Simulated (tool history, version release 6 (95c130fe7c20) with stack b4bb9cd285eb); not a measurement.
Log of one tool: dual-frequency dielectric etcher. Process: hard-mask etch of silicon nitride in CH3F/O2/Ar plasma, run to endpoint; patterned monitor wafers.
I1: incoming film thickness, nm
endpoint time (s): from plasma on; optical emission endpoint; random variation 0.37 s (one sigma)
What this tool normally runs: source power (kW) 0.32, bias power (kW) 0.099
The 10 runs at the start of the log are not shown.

{"run": 11, "hour": 779.4, "source power (kW)": 0.32, "bias power (kW)": 0.099, "I1": 41.98, "endpoint time (s)": 60.2}
{"run": 12, "hour": 877.9, "source power (kW)": 0.32, "bias power (kW)": 0.099, "I1": 42.25, "endpoint time (s)": 60.7}
{"run": 13, "hour": 923.5, "source power (kW)": 0.32, "bias power (kW)": 0.12, "I1": 42.67, "endpoint time (s)": 57.7}
{"hour": 1040.8, "done": "wet clean of the chamber"}
{"run": 14, "hour": 1041.3, "source power (kW)": 0.32, "bias power (kW)": 0.111, "I1": 42.41, "endpoint time (s)": 60.3}
{"hour": 1058.2, "done": "source power generator calibrated"}
{"run": 15, "hour": 1076.8, "source power (kW)": 0.32, "bias power (kW)": 0.099, "I1": 42.24, "endpoint time (s)": 61.5}
{"run": 16, "hour": 1163.2, "source power (kW)": 0.32, "bias power (kW)": 0.099, "I1": 41.99, "endpoint time (s)": 60.6}
{"run": 17, "hour": 1224.9, "source power (kW)": 0.32, "bias power (kW)": 0.099, "I1": 42.89, "endpoint time (s)": 62.4}
{"run": 18, "hour": 1273.3, "source power (kW)": 0.32, "bias power (kW)": 0.099, "I1": 42.25, "endpoint time (s)": 61.2}
{"run": 19, "hour": 1368.6, "source power (kW)": 0.32, "bias power (kW)": 0.078, "I1": 42.53, "endpoint time (s)": 63.8}
{"run": 20, "hour": 1468.4, "source power (kW)": 0.32, "bias power (kW)": 0.099, "I1": 42.7, "endpoint time (s)": 60.3}
{"run": 21, "hour": 1512.9, "source power (kW)": 0.29, "bias power (kW)": 0.115, "I1": 42.14, "endpoint time (s)": 58.2}
{"run": 22, "hour": 1577.4, "source power (kW)": 0.24, "bias power (kW)": 0.091, "I1": 42.64, "endpoint time (s)": 64.2}
{"run": 23, "hour": 1631.5, "source power (kW)": 0.4, "bias power (kW)": 0.083, "I1": 42.42, "endpoint time (s)": 59.1}

Run 24 comes next. What will it give?
{"hour": 1656.7, "done": "upper electrode replaced"}
{"run": 24, "hour": 1729.7, "source power (kW)": 0.32, "bias power (kW)": 0.08, "I1": 42.01, "endpoint time (s)": "?"}

{"run 24": {"endpoint time (s)": 61.7}}
On a tool with no hidden condition, and with the same random variation, this run would have come out at endpoint time (s) 65.

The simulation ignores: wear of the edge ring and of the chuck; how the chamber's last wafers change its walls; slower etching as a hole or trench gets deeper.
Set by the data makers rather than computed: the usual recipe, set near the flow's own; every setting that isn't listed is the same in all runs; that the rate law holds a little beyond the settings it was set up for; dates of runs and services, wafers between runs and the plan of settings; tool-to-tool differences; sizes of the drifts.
